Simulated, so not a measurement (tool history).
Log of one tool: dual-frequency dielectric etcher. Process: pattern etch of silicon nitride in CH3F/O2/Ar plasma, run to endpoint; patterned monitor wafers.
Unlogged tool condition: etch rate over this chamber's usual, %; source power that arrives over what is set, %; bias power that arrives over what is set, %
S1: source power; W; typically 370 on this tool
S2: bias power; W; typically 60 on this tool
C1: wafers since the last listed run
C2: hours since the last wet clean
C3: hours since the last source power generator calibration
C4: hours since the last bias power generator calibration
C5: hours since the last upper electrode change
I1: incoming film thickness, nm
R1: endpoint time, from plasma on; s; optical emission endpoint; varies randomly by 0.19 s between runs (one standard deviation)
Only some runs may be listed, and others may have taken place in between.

{"run": 1, "hour": 0.0, "S1": 370, "S2": 60, "C1": 0, "C2": 360.2, "C3": 2019.5, "C4": 2888.3, "C5": 4095.2, "I1": 18.75, "R1": 31.3}
{"run": 2, "hour": 24.8, "S1": 370, "S2": 60, "C1": 334, "C2": 385, "C3": 2044.3, "C4": 2913.1, "C5": 4120, "I1": 18.73, "R1": 31.1}
{"run": 3, "hour": 87.2, "S1": 370, "S2": 60, "C1": 841, "C2": 447.4, "C3": 2106.7, "C4": 2975.5, "C5": 4182.4, "I1": 18.78, "R1": 31.1}
{"hour": 146.7, "done": "wet clean of the chamber"}
{"run": 4, "hour": 300.8, "S1": 370, "S2": 60, "C1": 2557, "C2": 154.1, "C3": 2320.3, "C4": 3189.1, "C5": 4396, "I1": 18.94, "R1": 30.9}
{"hour": 329.3, "done": "source power generator calibrated"}
{"run": 5, "hour": 329.8, "S1": 370, "S2": 60, "C1": 337, "C2": 183.1, "C3": 0.5, "C4": 3218.1, "C5": 4425, "I1": 18.83, "R1": 30.5}
{"hour": 360.2, "done": "bias power generator calibrated"}
{"hour": 377.9, "done": "upper electrode replaced, of another model than before"}
{"run": 6, "hour": 378.4, "S1": 340, "S2": 60, "C1": 363, "C2": 231.7, "C3": 49.1, "C4": 18.2, "C5": 0.5, "I1": 18.79, "R1": 33}
{"run": 7, "hour": 440.7, "S1": 370, "S2": 60, "C1": 840, "C2": 294, "C3": 111.4, "C4": 80.5, "C5": 62.8, "I1": 18.81, "R1": 31.1}
{"run": 8, "hour": 485.6, "S1": 370, "S2": 60, "C1": 605, "C2": 338.9, "C3": 156.3, "C4": 125.4, "C5": 107.7, "I1": 18.78, "R1": 31.4}
{"run": 9, "hour": 514.2, "S1": 370, "S2": 60, "C1": 385, "C2": 367.5, "C3": 184.9, "C4": 154, "C5": 136.3, "I1": 18.62, "R1": 31}
{"run": 10, "hour": 553.0, "S1": 370, "S2": 60, "C1": 523, "C2": 406.3, "C3": 223.7, "C4": 192.8, "C5": 175.1, "I1": 18.76, "R1": 31.4}
{"run": 11, "hour": 592.1, "S1": 370, "S2": 60, "C1": 527, "C2": 445.4, "C3": 262.8, "C4": 231.9, "C5": 214.2, "I1": 18.47, "R1": 31.3}
{"hour": 652.8, "done": "wet clean of the chamber"}
{"run": 12, "hour": 656.6, "S1": 370, "S2": 60, "C1": 546, "C2": 3.8, "C3": 327.3, "C4": 296.4, "C5": 278.7, "I1": 18.77, "R1": 30}
{"run": 13, "hour": 718.6, "S1": 370, "S2": 60, "C1": 836, "C2": 65.8, "C3": 389.3, "C4": 358.4, "C5": 340.7, "I1": 18.76, "R1": 29.9}
{"run": 14, "hour": 772.7, "S1": 370, "S2": 60, "C1": 729, "C2": 119.9, "C3": 443.4, "C4": 412.5, "C5": 394.8, "I1": 18.64, "R1": 30.1}
{"run": 15, "hour": 836.4, "S1": 420, "S2": 51, "C1": 859, "C2": 183.6, "C3": 507.1, "C4": 476.2, "C5": 458.5, "I1": 18.56, "R1": 28.4}
{"run": 16, "hour": 880.7, "S1": 290, "S2": 69, "C1": 597, "C2": 227.9, "C3": 551.4, "C4": 520.5, "C5": 502.8, "I1": 18.74, "R1": 36.2}
{"run": 17, "hour": 934.4, "S1": 300, "S2": 53, "C1": 724, "C2": 281.6, "C3": 605.1, "C4": 574.2, "C5": 556.5, "I1": 18.69, "R1": 36.7}
{"run": 18, "hour": 1002.0, "S1": 370, "S2": 52, "C1": 911, "C2": 349.2, "C3": 672.7, "C4": 641.8, "C5": 624.1, "I1": 18.83, "R1": 32.3}
{"hour": 1038.6, "done": "wet clean of the chamber"}
{"run": 19, "hour": 1051.8, "S1": 280, "S2": 53, "C1": 348, "C2": 13.2, "C3": 722.5, "C4": 691.6, "C5": 673.9, "I1": 18.66, "R1": 38.3}
{"run": 20, "hour": 1112.7, "S1": 370, "S2": 55, "C1": 821, "C2": 74.1, "C3": 783.4, "C4": 752.5, "C5": 734.8, "I1": 18.86, "R1": 30.9}
{"run": 21, "hour": 1155.9, "S1": 370, "S2": 60, "C1": 582, "C2": 117.3, "C3": 826.6, "C4": 795.7, "C5": 778, "I1": 18.92, "R1": 30.6}
{"run": 22, "hour": 1190.7, "S1": 310, "S2": 46, "C1": 469, "C2": 152.1, "C3": 861.4, "C4": 830.5, "C5": 812.8, "I1": 18.67, "R1": 36.1}
{"run": 23, "hour": 1219.1, "S1": 420, "S2": 66, "C1": 383, "C2": 180.5, "C3": 889.8, "C4": 858.9, "C5": 841.2, "I1": 18.78, "R1": 27.4}
{"run": 24, "hour": 1243.2, "S1": 340, "S2": 49, "C1": 325, "C2": 204.6, "C3": 913.9, "C4": 883, "C5": 865.3, "I1": 18.52, "R1": 33.1}
{"run": 25, "hour": 1280.0, "S1": 370, "S2": 60, "C1": 496, "C2": 241.4, "C3": 950.7, "C4": 919.8, "C5": 902.1, "I1": 18.89, "R1": 31.1}
{"run": 26, "hour": 1306.3, "S1": 460, "S2": 53, "C1": 354, "C2": 267.7, "C3": 977, "C4": 946.1, "C5": 928.4, "I1": 18.64, "R1": 26.7}
{"run": 27, "hour": 1334.6, "S1": 370, "S2": 70, "C1": 381, "C2": 296, "C3": 1005.3, "C4": 974.4, "C5": 956.7, "I1": 18.54, "R1": 30}
{"run": 28, "hour": 1402.7, "S1": 370, "S2": 60, "C1": 918, "C2": 364.1, "C3": 1073.4, "C4": 1042.5, "C5": 1024.8, "I1": 18.64, "R1": 30.8}
{"run": 29, "hour": 1467.7, "S1": 370, "S2": 60, "C1": 876, "C2": 429.1, "C3": 1138.4, "C4": 1107.5, "C5": 1089.8, "I1": 18.65, "R1": 31}
{"hour": 1518.9, "done": "wet clean of the chamber"}
{"run": 30, "hour": 1519.4, "S1": 370, "S2": 60, "C1": 373, "C2": 0.5, "C3": 1190.1, "C4": 1159.2, "C5": 1141.5, "I1": 18.64, "R1": 29.7}
{"run": 31, "hour": 1571.8, "S1": 370, "S2": 60, "C1": 706, "C2": 52.9, "C3": 1242.5, "C4": 1211.6, "C5": 1193.9, "I1": 18.62, "R1": 29.8}
{"run": 32, "hour": 1640.9, "S1": 450, "S2": 46, "C1": 932, "C2": 122, "C3": 1311.6, "C4": 1280.7, "C5": 1263, "I1": 18.78, "R1": 27.4}
{"run": 33, "hour": 1706.6, "S1": 410, "S2": 71, "C1": 886, "C2": 187.7, "C3": 1377.3, "C4": 1346.4, "C5": 1328.7, "I1": 18.71, "R1": 27.2}
{"run": 34, "hour": 1758.5, "S1": 370, "S2": 47, "C1": 700, "C2": 239.6, "C3": 1429.2, "C4": 1398.3, "C5": 1380.6, "I1": 18.71, "R1": 31.4}

Same runs, no hidden state in the tool, same run-to-run variation:
run=1 R1=30.1
run=2 R1=29.9
run=3 R1=29.6
run=4 R1=30.1
run=5 R1=29.7
run=6 R1=32
run=7 R1=29.9
run=8 R1=29.9
run=9 R1=29.5
run=10 R1=29.7
run=11 R1=29.4
run=12 R1=29.9
run=13 R1=29.6
run=14 R1=29.6
run=15 R1=27.7
run=16 R1=35.2
run=17 R1=35.5
run=18 R1=30.9
run=19 R1=38.1
run=20 R1=30.6
run=21 R1=30.1
run=22 R1=35.4
run=23 R1=26.8
run=24 R1=32.2
run=25 R1=30.1
run=26 R1=25.8
run=27 R1=28.9
run=28 R1=29.4
run=29 R1=29.4
run=30 R1=29.8
run=31 R1=29.7
run=32 R1=27.1
run=33 R1=26.6
run=34 R1=30.6
